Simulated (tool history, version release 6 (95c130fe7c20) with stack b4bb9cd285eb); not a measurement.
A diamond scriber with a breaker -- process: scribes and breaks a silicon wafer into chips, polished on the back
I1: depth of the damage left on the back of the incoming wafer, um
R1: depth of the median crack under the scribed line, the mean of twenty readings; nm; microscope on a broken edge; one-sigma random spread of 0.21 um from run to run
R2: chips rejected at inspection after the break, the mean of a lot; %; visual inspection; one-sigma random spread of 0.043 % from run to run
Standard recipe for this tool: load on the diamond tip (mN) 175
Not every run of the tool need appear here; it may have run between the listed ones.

{"run": 1, "hour": 0.0, "load on the diamond tip (mN)": 175, "I1": 0.02, "R1": 11360, "R2": 1.99}
{"run": 2, "hour": 60.4, "load on the diamond tip (mN)": 144, "I1": 0.04, "R1": 10420, "R2": 4.46}
{"run": 3, "hour": 99.9, "load on the diamond tip (mN)": 144, "I1": 0.02, "R1": 10340, "R2": 4.62}
{"run": 4, "hour": 146.9, "load on the diamond tip (mN)": 144, "I1": 0.04, "R1": 10450, "R2": 4.85}
{"run": 5, "hour": 198.6, "load on the diamond tip (mN)": 188, "I1": 0.05, "R1": 11500, "R2": 1.73}
{"run": 6, "hour": 255.7, "load on the diamond tip (mN)": 188, "I1": 0.03, "R1": 11910, "R2": 1.72}
{"run": 7, "hour": 339.1, "load on the diamond tip (mN)": 188, "I1": 0.02, "R1": 11560, "R2": 1.75}
{"run": 8, "hour": 386.7, "load on the diamond tip (mN)": 197, "I1": 0.04, "R1": 11610, "R2": 1.48}
{"run": 9, "hour": 471.6, "load on the diamond tip (mN)": 151, "I1": 0.02, "R1": 10610, "R2": 4.8}
{"hour": 479.5, "done": "load on the tip recalibrated"}
{"run": 10, "hour": 563.5, "load on the diamond tip (mN)": 143, "I1": 0.04, "R1": 10210, "R2": 5.61}
{"hour": 590.8, "done": "diamond tip replaced by a new one"}
{"run": 11, "hour": 643.7, "load on the diamond tip (mN)": 175, "I1": 0.03, "R1": 12700, "R2": 1.13}
{"run": 12, "hour": 733.3, "load on the diamond tip (mN)": 146, "I1": 0.04, "R1": 11410, "R2": 2.38}
{"run": 13, "hour": 773.3, "load on the diamond tip (mN)": 137, "I1": 0.03, "R1": 10730, "R2": 3.33}
{"run": 14, "hour": 854.9, "load on the diamond tip (mN)": 196, "I1": 0.04, "R1": 12410, "R2": 1.13}
{"run": 15, "hour": 949.8, "load on the diamond tip (mN)": 158, "I1": 0.04, "R1": 11340, "R2": 2.58}

Some steps in R1, run to run, broken into two amounts with sign: the step expected even without the hidden condition (settings, incoming material, random variation), and the rest, left for the hidden condition together with whatever gauge scatter is not in both the measured and the hidden-condition-free result:
Hidden conditions of the tool in this case: share of the diamond tip's cutting effectiveness lost through wear, %; deviation of the load on the tip from its setpoint, %.
Run 10 -> 11: load on the diamond tip (mN) 143 -> 175, diamond tip replaced by a new one. R1 +2490 nm: hidden state +1010, all else +1480.
